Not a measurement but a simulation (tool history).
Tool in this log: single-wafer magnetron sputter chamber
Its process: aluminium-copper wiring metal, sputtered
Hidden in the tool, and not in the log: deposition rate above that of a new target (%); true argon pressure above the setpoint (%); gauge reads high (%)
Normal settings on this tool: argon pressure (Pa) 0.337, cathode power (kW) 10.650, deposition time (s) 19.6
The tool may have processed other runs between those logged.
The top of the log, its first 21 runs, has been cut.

run	hour	argon pressure (Pa)	cathode power (kW)	deposition time (s)	wafers since the last listed run	wafers on the sputter target	hours since the last manometer calibration	hours since the magnet pack was replaced	hours since the gauge calibration	read-back reference wafer on the same gauge, thickness_nm	mean film thickness on the monitor wafer (angstrom)
22	1788.6	0.247	9.950	21.6	1890	18079	809.3	1733.8	1488.0	404.169	4304.72
# hour 1820.7: sputter target and shields replaced
23	1845.9	0.337	12.350	19.6	1303	666	866.6	1791.1	1545.3	404.723	4361.88
24	1949.5	0.337	8.500	19.6	2739	3406	970.2	1894.7	1648.9	403.419	3484.18
25	2022.3	0.337	9.450	19.6	1925	5331	1043.0	1967.5	1721.7	403.170	3704.31
26	2115.0	0.414	13.250	19.6	2451	7783	1135.7	2060.2	1814.4	404.576	4444.66
27	2202.1	0.246	9.700	17.5	2303	10086	1222.8	2147.3	1901.5	404.224	3471.20
28	2299.7	0.419	10.650	21.4	2581	12667	1320.4	2244.9	1999.1	403.620	4236.47
29	2395.3	0.337	10.650	19.6	2528	15195	1416.0	2340.5	2094.7	403.490	3964.53
# hour 2471.4: capacitance manometer re-zeroed and calibrated
30	2485.4	0.337	10.650	19.6	2171	17366	14.0	2430.6	2184.8	403.871	3982.60
# hour 2545.7: sputter target and shields replaced
31	2546.2	0.284	10.650	15.7	1396	13	74.8	2491.4	2245.6	404.421	3246.51
32	2618.4	0.443	12.850	17.5	1909	1922	147.0	2563.6	2317.8	404.574	3876.21
33	2703.2	0.337	8.150	19.6	2242	4165	231.8	2648.4	2402.6	403.252	3411.44
34	2740.4	0.462	10.650	19.6	983	5149	269.0	2685.6	2439.8	404.340	3787.25

Forecast each of these 4 alternatives for the next run:
A	2740.8	0.256	10.650	19.6	10	5159	269.4	2686.0	2440.2	?	?
B	2740.8	0.458	8.300	19.6	10	5159	269.4	2686.0	2440.2	?	?
C	2740.8	0.204	8.600	19.6	10	5159	269.4	2686.0	2440.2	?	?
D	2740.8	0.372	11.500	22.5	10	5159	269.4	2686.0	2440.2	?	?

run	read-back reference wafer on the same gauge, thickness_nm	mean film thickness on the monitor wafer (angstrom)
A	404.296	4110.52
B	404.296	3313.63
C	404.296	3675.17
D	404.296	4770.74
Without the tool's hidden state the same runs would have given:
run	mean film thickness on the monitor wafer (angstrom)
A	4110.52
B	3313.63
C	3675.17
D	4770.74

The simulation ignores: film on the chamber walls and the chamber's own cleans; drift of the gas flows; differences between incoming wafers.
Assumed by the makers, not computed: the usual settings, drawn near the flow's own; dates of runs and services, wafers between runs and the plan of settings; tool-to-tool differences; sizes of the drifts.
